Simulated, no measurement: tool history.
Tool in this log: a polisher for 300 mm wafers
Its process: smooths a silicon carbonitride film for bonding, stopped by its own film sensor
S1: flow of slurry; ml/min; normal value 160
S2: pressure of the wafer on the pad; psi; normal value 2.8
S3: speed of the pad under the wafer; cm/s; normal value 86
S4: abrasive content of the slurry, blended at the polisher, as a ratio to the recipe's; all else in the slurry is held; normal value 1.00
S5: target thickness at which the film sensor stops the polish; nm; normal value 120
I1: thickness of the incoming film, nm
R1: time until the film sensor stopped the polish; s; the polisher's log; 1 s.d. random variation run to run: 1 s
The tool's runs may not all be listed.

{"run": 1, "hour": 0.0, "S1": 160, "S2": 2.8, "S3": 86, "S4": 1.0, "S5": 120, "I1": 139.4, "R1": 62.2}
{"run": 2, "hour": 7.2, "S1": 160, "S2": 2.8, "S3": 86, "S4": 1.0, "S5": 120, "I1": 138.6, "R1": 58.8}
{"run": 3, "hour": 16.2, "S1": 160, "S2": 2.8, "S3": 86, "S4": 1.0, "S5": 120, "I1": 140.8, "R1": 66.7}
{"hour": 37.8, "done": "slurry blender recalibrated"}
{"hour": 41.9, "done": "worn pad replaced by a new one"}
{"run": 4, "hour": 54.6, "S1": 160, "S2": 2.8, "S3": 86, "S4": 1.0, "S5": 120, "I1": 138.5, "R1": 60.8}
{"run": 5, "hour": 67.5, "S1": 160, "S2": 2.8, "S3": 86, "S4": 1.0, "S5": 120, "I1": 140.2, "R1": 64.5}
{"run": 6, "hour": 80.7, "S1": 160, "S2": 2.8, "S3": 86, "S4": 1.0, "S5": 120, "I1": 139.7, "R1": 63.6}
{"run": 7, "hour": 87.0, "S1": 160, "S2": 2.8, "S3": 86, "S4": 1.0, "S5": 120, "I1": 139.6, "R1": 63.6}
{"run": 8, "hour": 93.0, "S1": 160, "S2": 2.8, "S3": 66, "S4": 0.75, "S5": 125, "I1": 139.7, "R1": 72.7}
{"run": 9, "hour": 128.9, "S1": 160, "S2": 2.8, "S3": 78, "S4": 1.0, "S5": 125, "I1": 140.3, "R1": 55.3}
{"run": 10, "hour": 137.3, "S1": 160, "S2": 2.8, "S3": 86, "S4": 1.0, "S5": 116, "I1": 140.1, "R1": 82.1}
{"hour": 164.2, "done": "worn pad replaced by a new one, of another model than before"}
{"run": 11, "hour": 186.4, "S1": 115, "S2": 2.8, "S3": 86, "S4": 0.9, "S5": 120, "I1": 141.0, "R1": 76.9}
{"run": 12, "hour": 203.2, "S1": 210, "S2": 3.5, "S3": 78, "S4": 1.0, "S5": 113, "I1": 138.2, "R1": 75.6}
{"run": 13, "hour": 209.6, "S1": 195, "S2": 2.4, "S3": 94, "S4": 0.85, "S5": 120, "I1": 138.2, "R1": 64.9}
{"run": 14, "hour": 218.3, "S1": 115, "S2": 2.2, "S3": 78, "S4": 1.0, "S5": 116, "I1": 138.6, "R1": 93.9}
{"run": 15, "hour": 229.8, "S1": 135, "S2": 2.8, "S3": 108, "S4": 1.0, "S5": 124, "I1": 140.7, "R1": 49.3}
{"run": 16, "hour": 237.2, "S1": 160, "S2": 1.9, "S3": 68, "S4": 1.0, "S5": 120, "I1": 139.3, "R1": 89.8}
{"run": 17, "hour": 249.0, "S1": 160, "S2": 2.8, "S3": 86, "S4": 1.0, "S5": 120, "I1": 140.3, "R1": 64.5}
{"run": 18, "hour": 260.7, "S1": 160, "S2": 2.8, "S3": 86, "S4": 1.0, "S5": 120, "I1": 138.5, "R1": 61.4}
{"hour": 262.4, "done": "slurry nozzle cleaned"}
{"run": 19, "hour": 274.8, "S1": 190, "S2": 3.4, "S3": 86, "S4": 1.0, "S5": 117, "I1": 139.4, "R1": 61.7}
{"hour": 292.1, "done": "worn pad replaced by a new one"}
{"run": 20, "hour": 292.6, "S1": 160, "S2": 1.8, "S3": 86, "S4": 1.0, "S5": 120, "I1": 138.1, "R1": 69.2}
{"hour": 297.7, "done": "head pressure recalibrated"}
{"run": 21, "hour": 298.3, "S1": 205, "S2": 3.8, "S3": 86, "S4": 1.0, "S5": 120, "I1": 137.6, "R1": 43.9}
{"run": 22, "hour": 305.8, "S1": 160, "S2": 2.8, "S3": 86, "S4": 1.0, "S5": 116, "I1": 139.9, "R1": 74.9}
{"run": 23, "hour": 312.7, "S1": 160, "S2": 2.3, "S3": 86, "S4": 1.2, "S5": 124, "I1": 137.8, "R1": 42.9}
{"run": 24, "hour": 325.7, "S1": 160, "S2": 2.8, "S3": 86, "S4": 1.0, "S5": 122, "I1": 138.1, "R1": 50.1}
{"run": 25, "hour": 343.4, "S1": 135, "S2": 2.8, "S3": 86, "S4": 1.0, "S5": 120, "I1": 140.0, "R1": 64.9}
{"run": 26, "hour": 354.8, "S1": 160, "S2": 2.8, "S3": 86, "S4": 1.0, "S5": 120, "I1": 141.2, "R1": 65.4}
{"run": 27, "hour": 398.7, "S1": 160, "S2": 2.8, "S3": 106, "S4": 1.0, "S5": 120, "I1": 140.1, "R1": 54.6}
{"run": 28, "hour": 412.1, "S1": 140, "S2": 2.8, "S3": 60, "S4": 1.0, "S5": 120, "I1": 140.1, "R1": 76.8}
{"run": 29, "hour": 422.2, "S1": 160, "S2": 2.8, "S3": 86, "S4": 1.0, "S5": 120, "I1": 140.8, "R1": 64.0}

Results per run with the tool's hidden condition removed, run-to-run variation unchanged:
The tool's hidden condition here consists of: removal rate lost through wear of the pad, %; slurry flow missing at the pad, %; deviation of the head's pressure from its setpoint, %; abrasive missing from the slurry, %.
run=1 R1=59.3
run=2 R1=56.0
run=3 R1=63.5
run=4 R1=57.3
run=5 R1=60.7
run=6 R1=59.7
run=7 R1=59.5
run=8 R1=68.0
run=9 R1=51.2
run=10 R1=75.9
run=11 R1=71.8
run=12 R1=71.7
run=13 R1=61.3
run=14 R1=87.1
run=15 R1=45.8
run=16 R1=83.9
run=17 R1=60.1
run=18 R1=57.0
run=19 R1=61.5
run=20 R1=69.0
run=21 R1=43.8
run=22 R1=74.6
run=23 R1=42.8
run=24 R1=50.0
run=25 R1=64.6
run=26 R1=65.2
run=27 R1=54.3
run=28 R1=76.4
run=29 R1=63.6

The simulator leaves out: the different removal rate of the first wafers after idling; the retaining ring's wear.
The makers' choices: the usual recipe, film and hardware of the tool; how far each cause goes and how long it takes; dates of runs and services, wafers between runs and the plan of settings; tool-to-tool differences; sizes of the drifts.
